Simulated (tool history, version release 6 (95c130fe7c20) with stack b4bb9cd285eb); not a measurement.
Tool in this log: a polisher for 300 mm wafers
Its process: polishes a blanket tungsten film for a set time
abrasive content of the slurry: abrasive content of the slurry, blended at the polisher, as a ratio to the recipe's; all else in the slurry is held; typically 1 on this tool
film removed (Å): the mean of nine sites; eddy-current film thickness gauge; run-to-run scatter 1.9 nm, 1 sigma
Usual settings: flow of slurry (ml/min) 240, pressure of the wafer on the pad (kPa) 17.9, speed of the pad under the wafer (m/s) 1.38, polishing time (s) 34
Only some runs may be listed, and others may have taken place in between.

run   hour  flow of slurry (ml/min)  pressure of the wafer on the pad (kPa)  speed of the pad under the wafer (m/s)  abrasive content of the slurry  polishing time (s)  wafers since the last listed run  wafers polished on this pad  hours since the slurry nozzle was cleaned  hours since the head pressure was calibrated  hours since the slurry blender was calibrated  hours since the slurry got fresh peroxide  incoming thickness of the incoming film, nm  film removed (Å)
  1      0                      240                                    17.9                                    1.38                               1                  34                                 0                          940                                      155.5                                         597.3                                           21.5                                      180.6                                       1382.7              1417
  2   15.2                      180                                    21.4                                    1.38                             0.9                  34                               109                         1049                                      170.7                                         612.5                                           36.7                                      195.8                                       1358.7              1509
  3   45.1                      175                                    22.1                                    1.76                             1.3                  34                               215                         1265                                      200.6                                         642.4                                           66.6                                      225.7                                       1349.5              2026
  4   70.8                      240                                    17.9                                    1.38                               1                  34                               185                         1451                                      226.3                                         668.1                                           92.3                                      251.4                                       1378.2              1254
      85.9  -- slurry tank refilled with fresh slurry and peroxide
  5   89.6                      240                                    17.9                                    1.38                               1                  34                               128                         1580                                      245.1                                         686.9                                          111.1                                        3.7                                       1370.5              1424
       110  -- head pressure recalibrated
     123.5  -- worn pad replaced by a new one
  6    165                      290                                    12.4                                    1.38                               1                  34                               501                          299                                      320.5                                            55                                          186.5                                       79.1                                       1381.5              1186
  7  200.5                      240                                    17.9                                    1.38                               1                  29                               256                          556                                        356                                          90.5                                            222                                      114.6                                       1374.6              1274
  8  234.6                      310                                    22.8                                    1.38                               1                  34                               246                          802                                      390.1                                         124.6                                          256.1                                      148.7                                       1358.6              1835
  9  249.8                      240                                    17.9                                    1.38                             0.8                  41                               109                          912                                      405.3                                         139.8                                          271.3                                      163.9                                       1363.1              1638
     272.7  -- slurry blender recalibrated
 10  277.3                      240                                    17.9                                    1.38                               1                  34                               184                         1096                                      432.8                                         167.3                                            4.6                                      191.4                                       1374.2              1391
 11  299.9                      240                                    21.4                                    1.38                             0.7                  44                               163                         1259                                      455.4                                         189.9                                           27.2                                        214                                       1348.7              1805
 12  312.5                      240                                      20                                    1.38                             0.9                  34                                91                         1350                                        468                                         202.5                                           39.8                                      226.6                                       1355.4              1380
 13  326.1                      280                                    17.9                                    0.96                               1                  34                                98                         1449                                      481.6                                         216.1                                           53.4                                      240.2                                       1357.4               909
     344.6  -- slurry tank refilled with fresh slurry and peroxide
 14  361.3                      240                                    17.9                                    1.06                               1                  34                               247                         1696                                      516.8                                         251.3                                           88.6                                       16.7                                       1368.7              1091
     376.9  -- worn pad replaced by a new one
 15  386.5                      240                                    17.9                                    1.38                               1                  34                               153                           69                                        542                                         276.5                                          113.8                                       41.9                                       1376.9              1507
 16  412.1                      240                                    14.5                                    1.38                               1                  34                               184                          254                                      567.6                                         302.1                                          139.4                                       67.5                                       1389.5              1297
 17    432                      240                                    17.9                                    1.38                             0.9                  34                               143                          397                                      587.5                                           322                                          159.3                                       87.4                                       1385.3              1474
 18  449.4                      240                                    14.5                                    1.38                               1                  40                               125                          523                                      604.9                                         339.4                                          176.7                                      104.8                                         1367              1458
 19  467.7                      240                                    13.8                                    1.38                               1                  42                               132                          655                                      623.2                                         357.7                                            195                                      123.1                                       1386.5              1449
 20  500.4                      315                                    17.9                                    1.38                               1                  30                               236                          891                                      655.9                                         390.4                                          227.7                                      155.8                                       1369.8              1328
 21  515.6                      240                                    17.9                                    1.38                               1                  34                               109                         1001                                      671.1                                         405.6                                          242.9                                        171                                       1368.4              1418
 22  540.6                      195                                    23.4                                    1.72                               1                  44                               180                         1182                                      696.1                                         430.6                                          267.9                                        196                                       1353.3              2679
     544.5  -- slurry blender recalibrated
     568.2  -- slurry nozzle cleaned
 23  568.7                      220                                    15.2                                    0.98                               1                  43                               181                         1363                                        0.5                                         458.7                                           24.2                                      224.1                                       1363.4              1013
 24    589                      240                                    17.9                                    1.38                               1                  34                               146                         1510                                       20.8                                           479                                           44.5                                      244.4                                         1378              1256
     595.6  -- slurry tank refilled with fresh slurry and peroxide
 25  607.6                      240                                    17.9                                    1.38                               1                  34                               127                         1637                                       39.4                                         497.6                                           63.1                                         12                                       1356.8              1369
     616.1  -- worn pad replaced by a new one
 26  625.1                      240                                    17.9                                    1.38                               1                  34                                97                           64                                       56.9                                         515.1                                           80.6                                       29.5                                       1363.7              1529

The logged runs with the hidden state left out (each run's random variation unchanged):
What the log doesn't record here: removal rate lost through wear of the pad, %; slurry flow missing at the pad, %; deviation of the head's pressure from its setpoint, %; abrasive missing from the slurry, %; peroxide lost from the slurry, %.
run  film removed (Å)
  1              1561
  2              1695
  3              2379
  4              1544
  5              1542
  6              1215
  7              1330
  8              1969
  9              1785
 10              1566
 11              2098
 12              1637
 13              1106
 14              1212
 15              1551
 16              1343
 17              1540
 18              1538
 19              1548
 20              1461
 21              1585
 22              3093
 23              1223
 24              1575
 25              1520
 26              1554
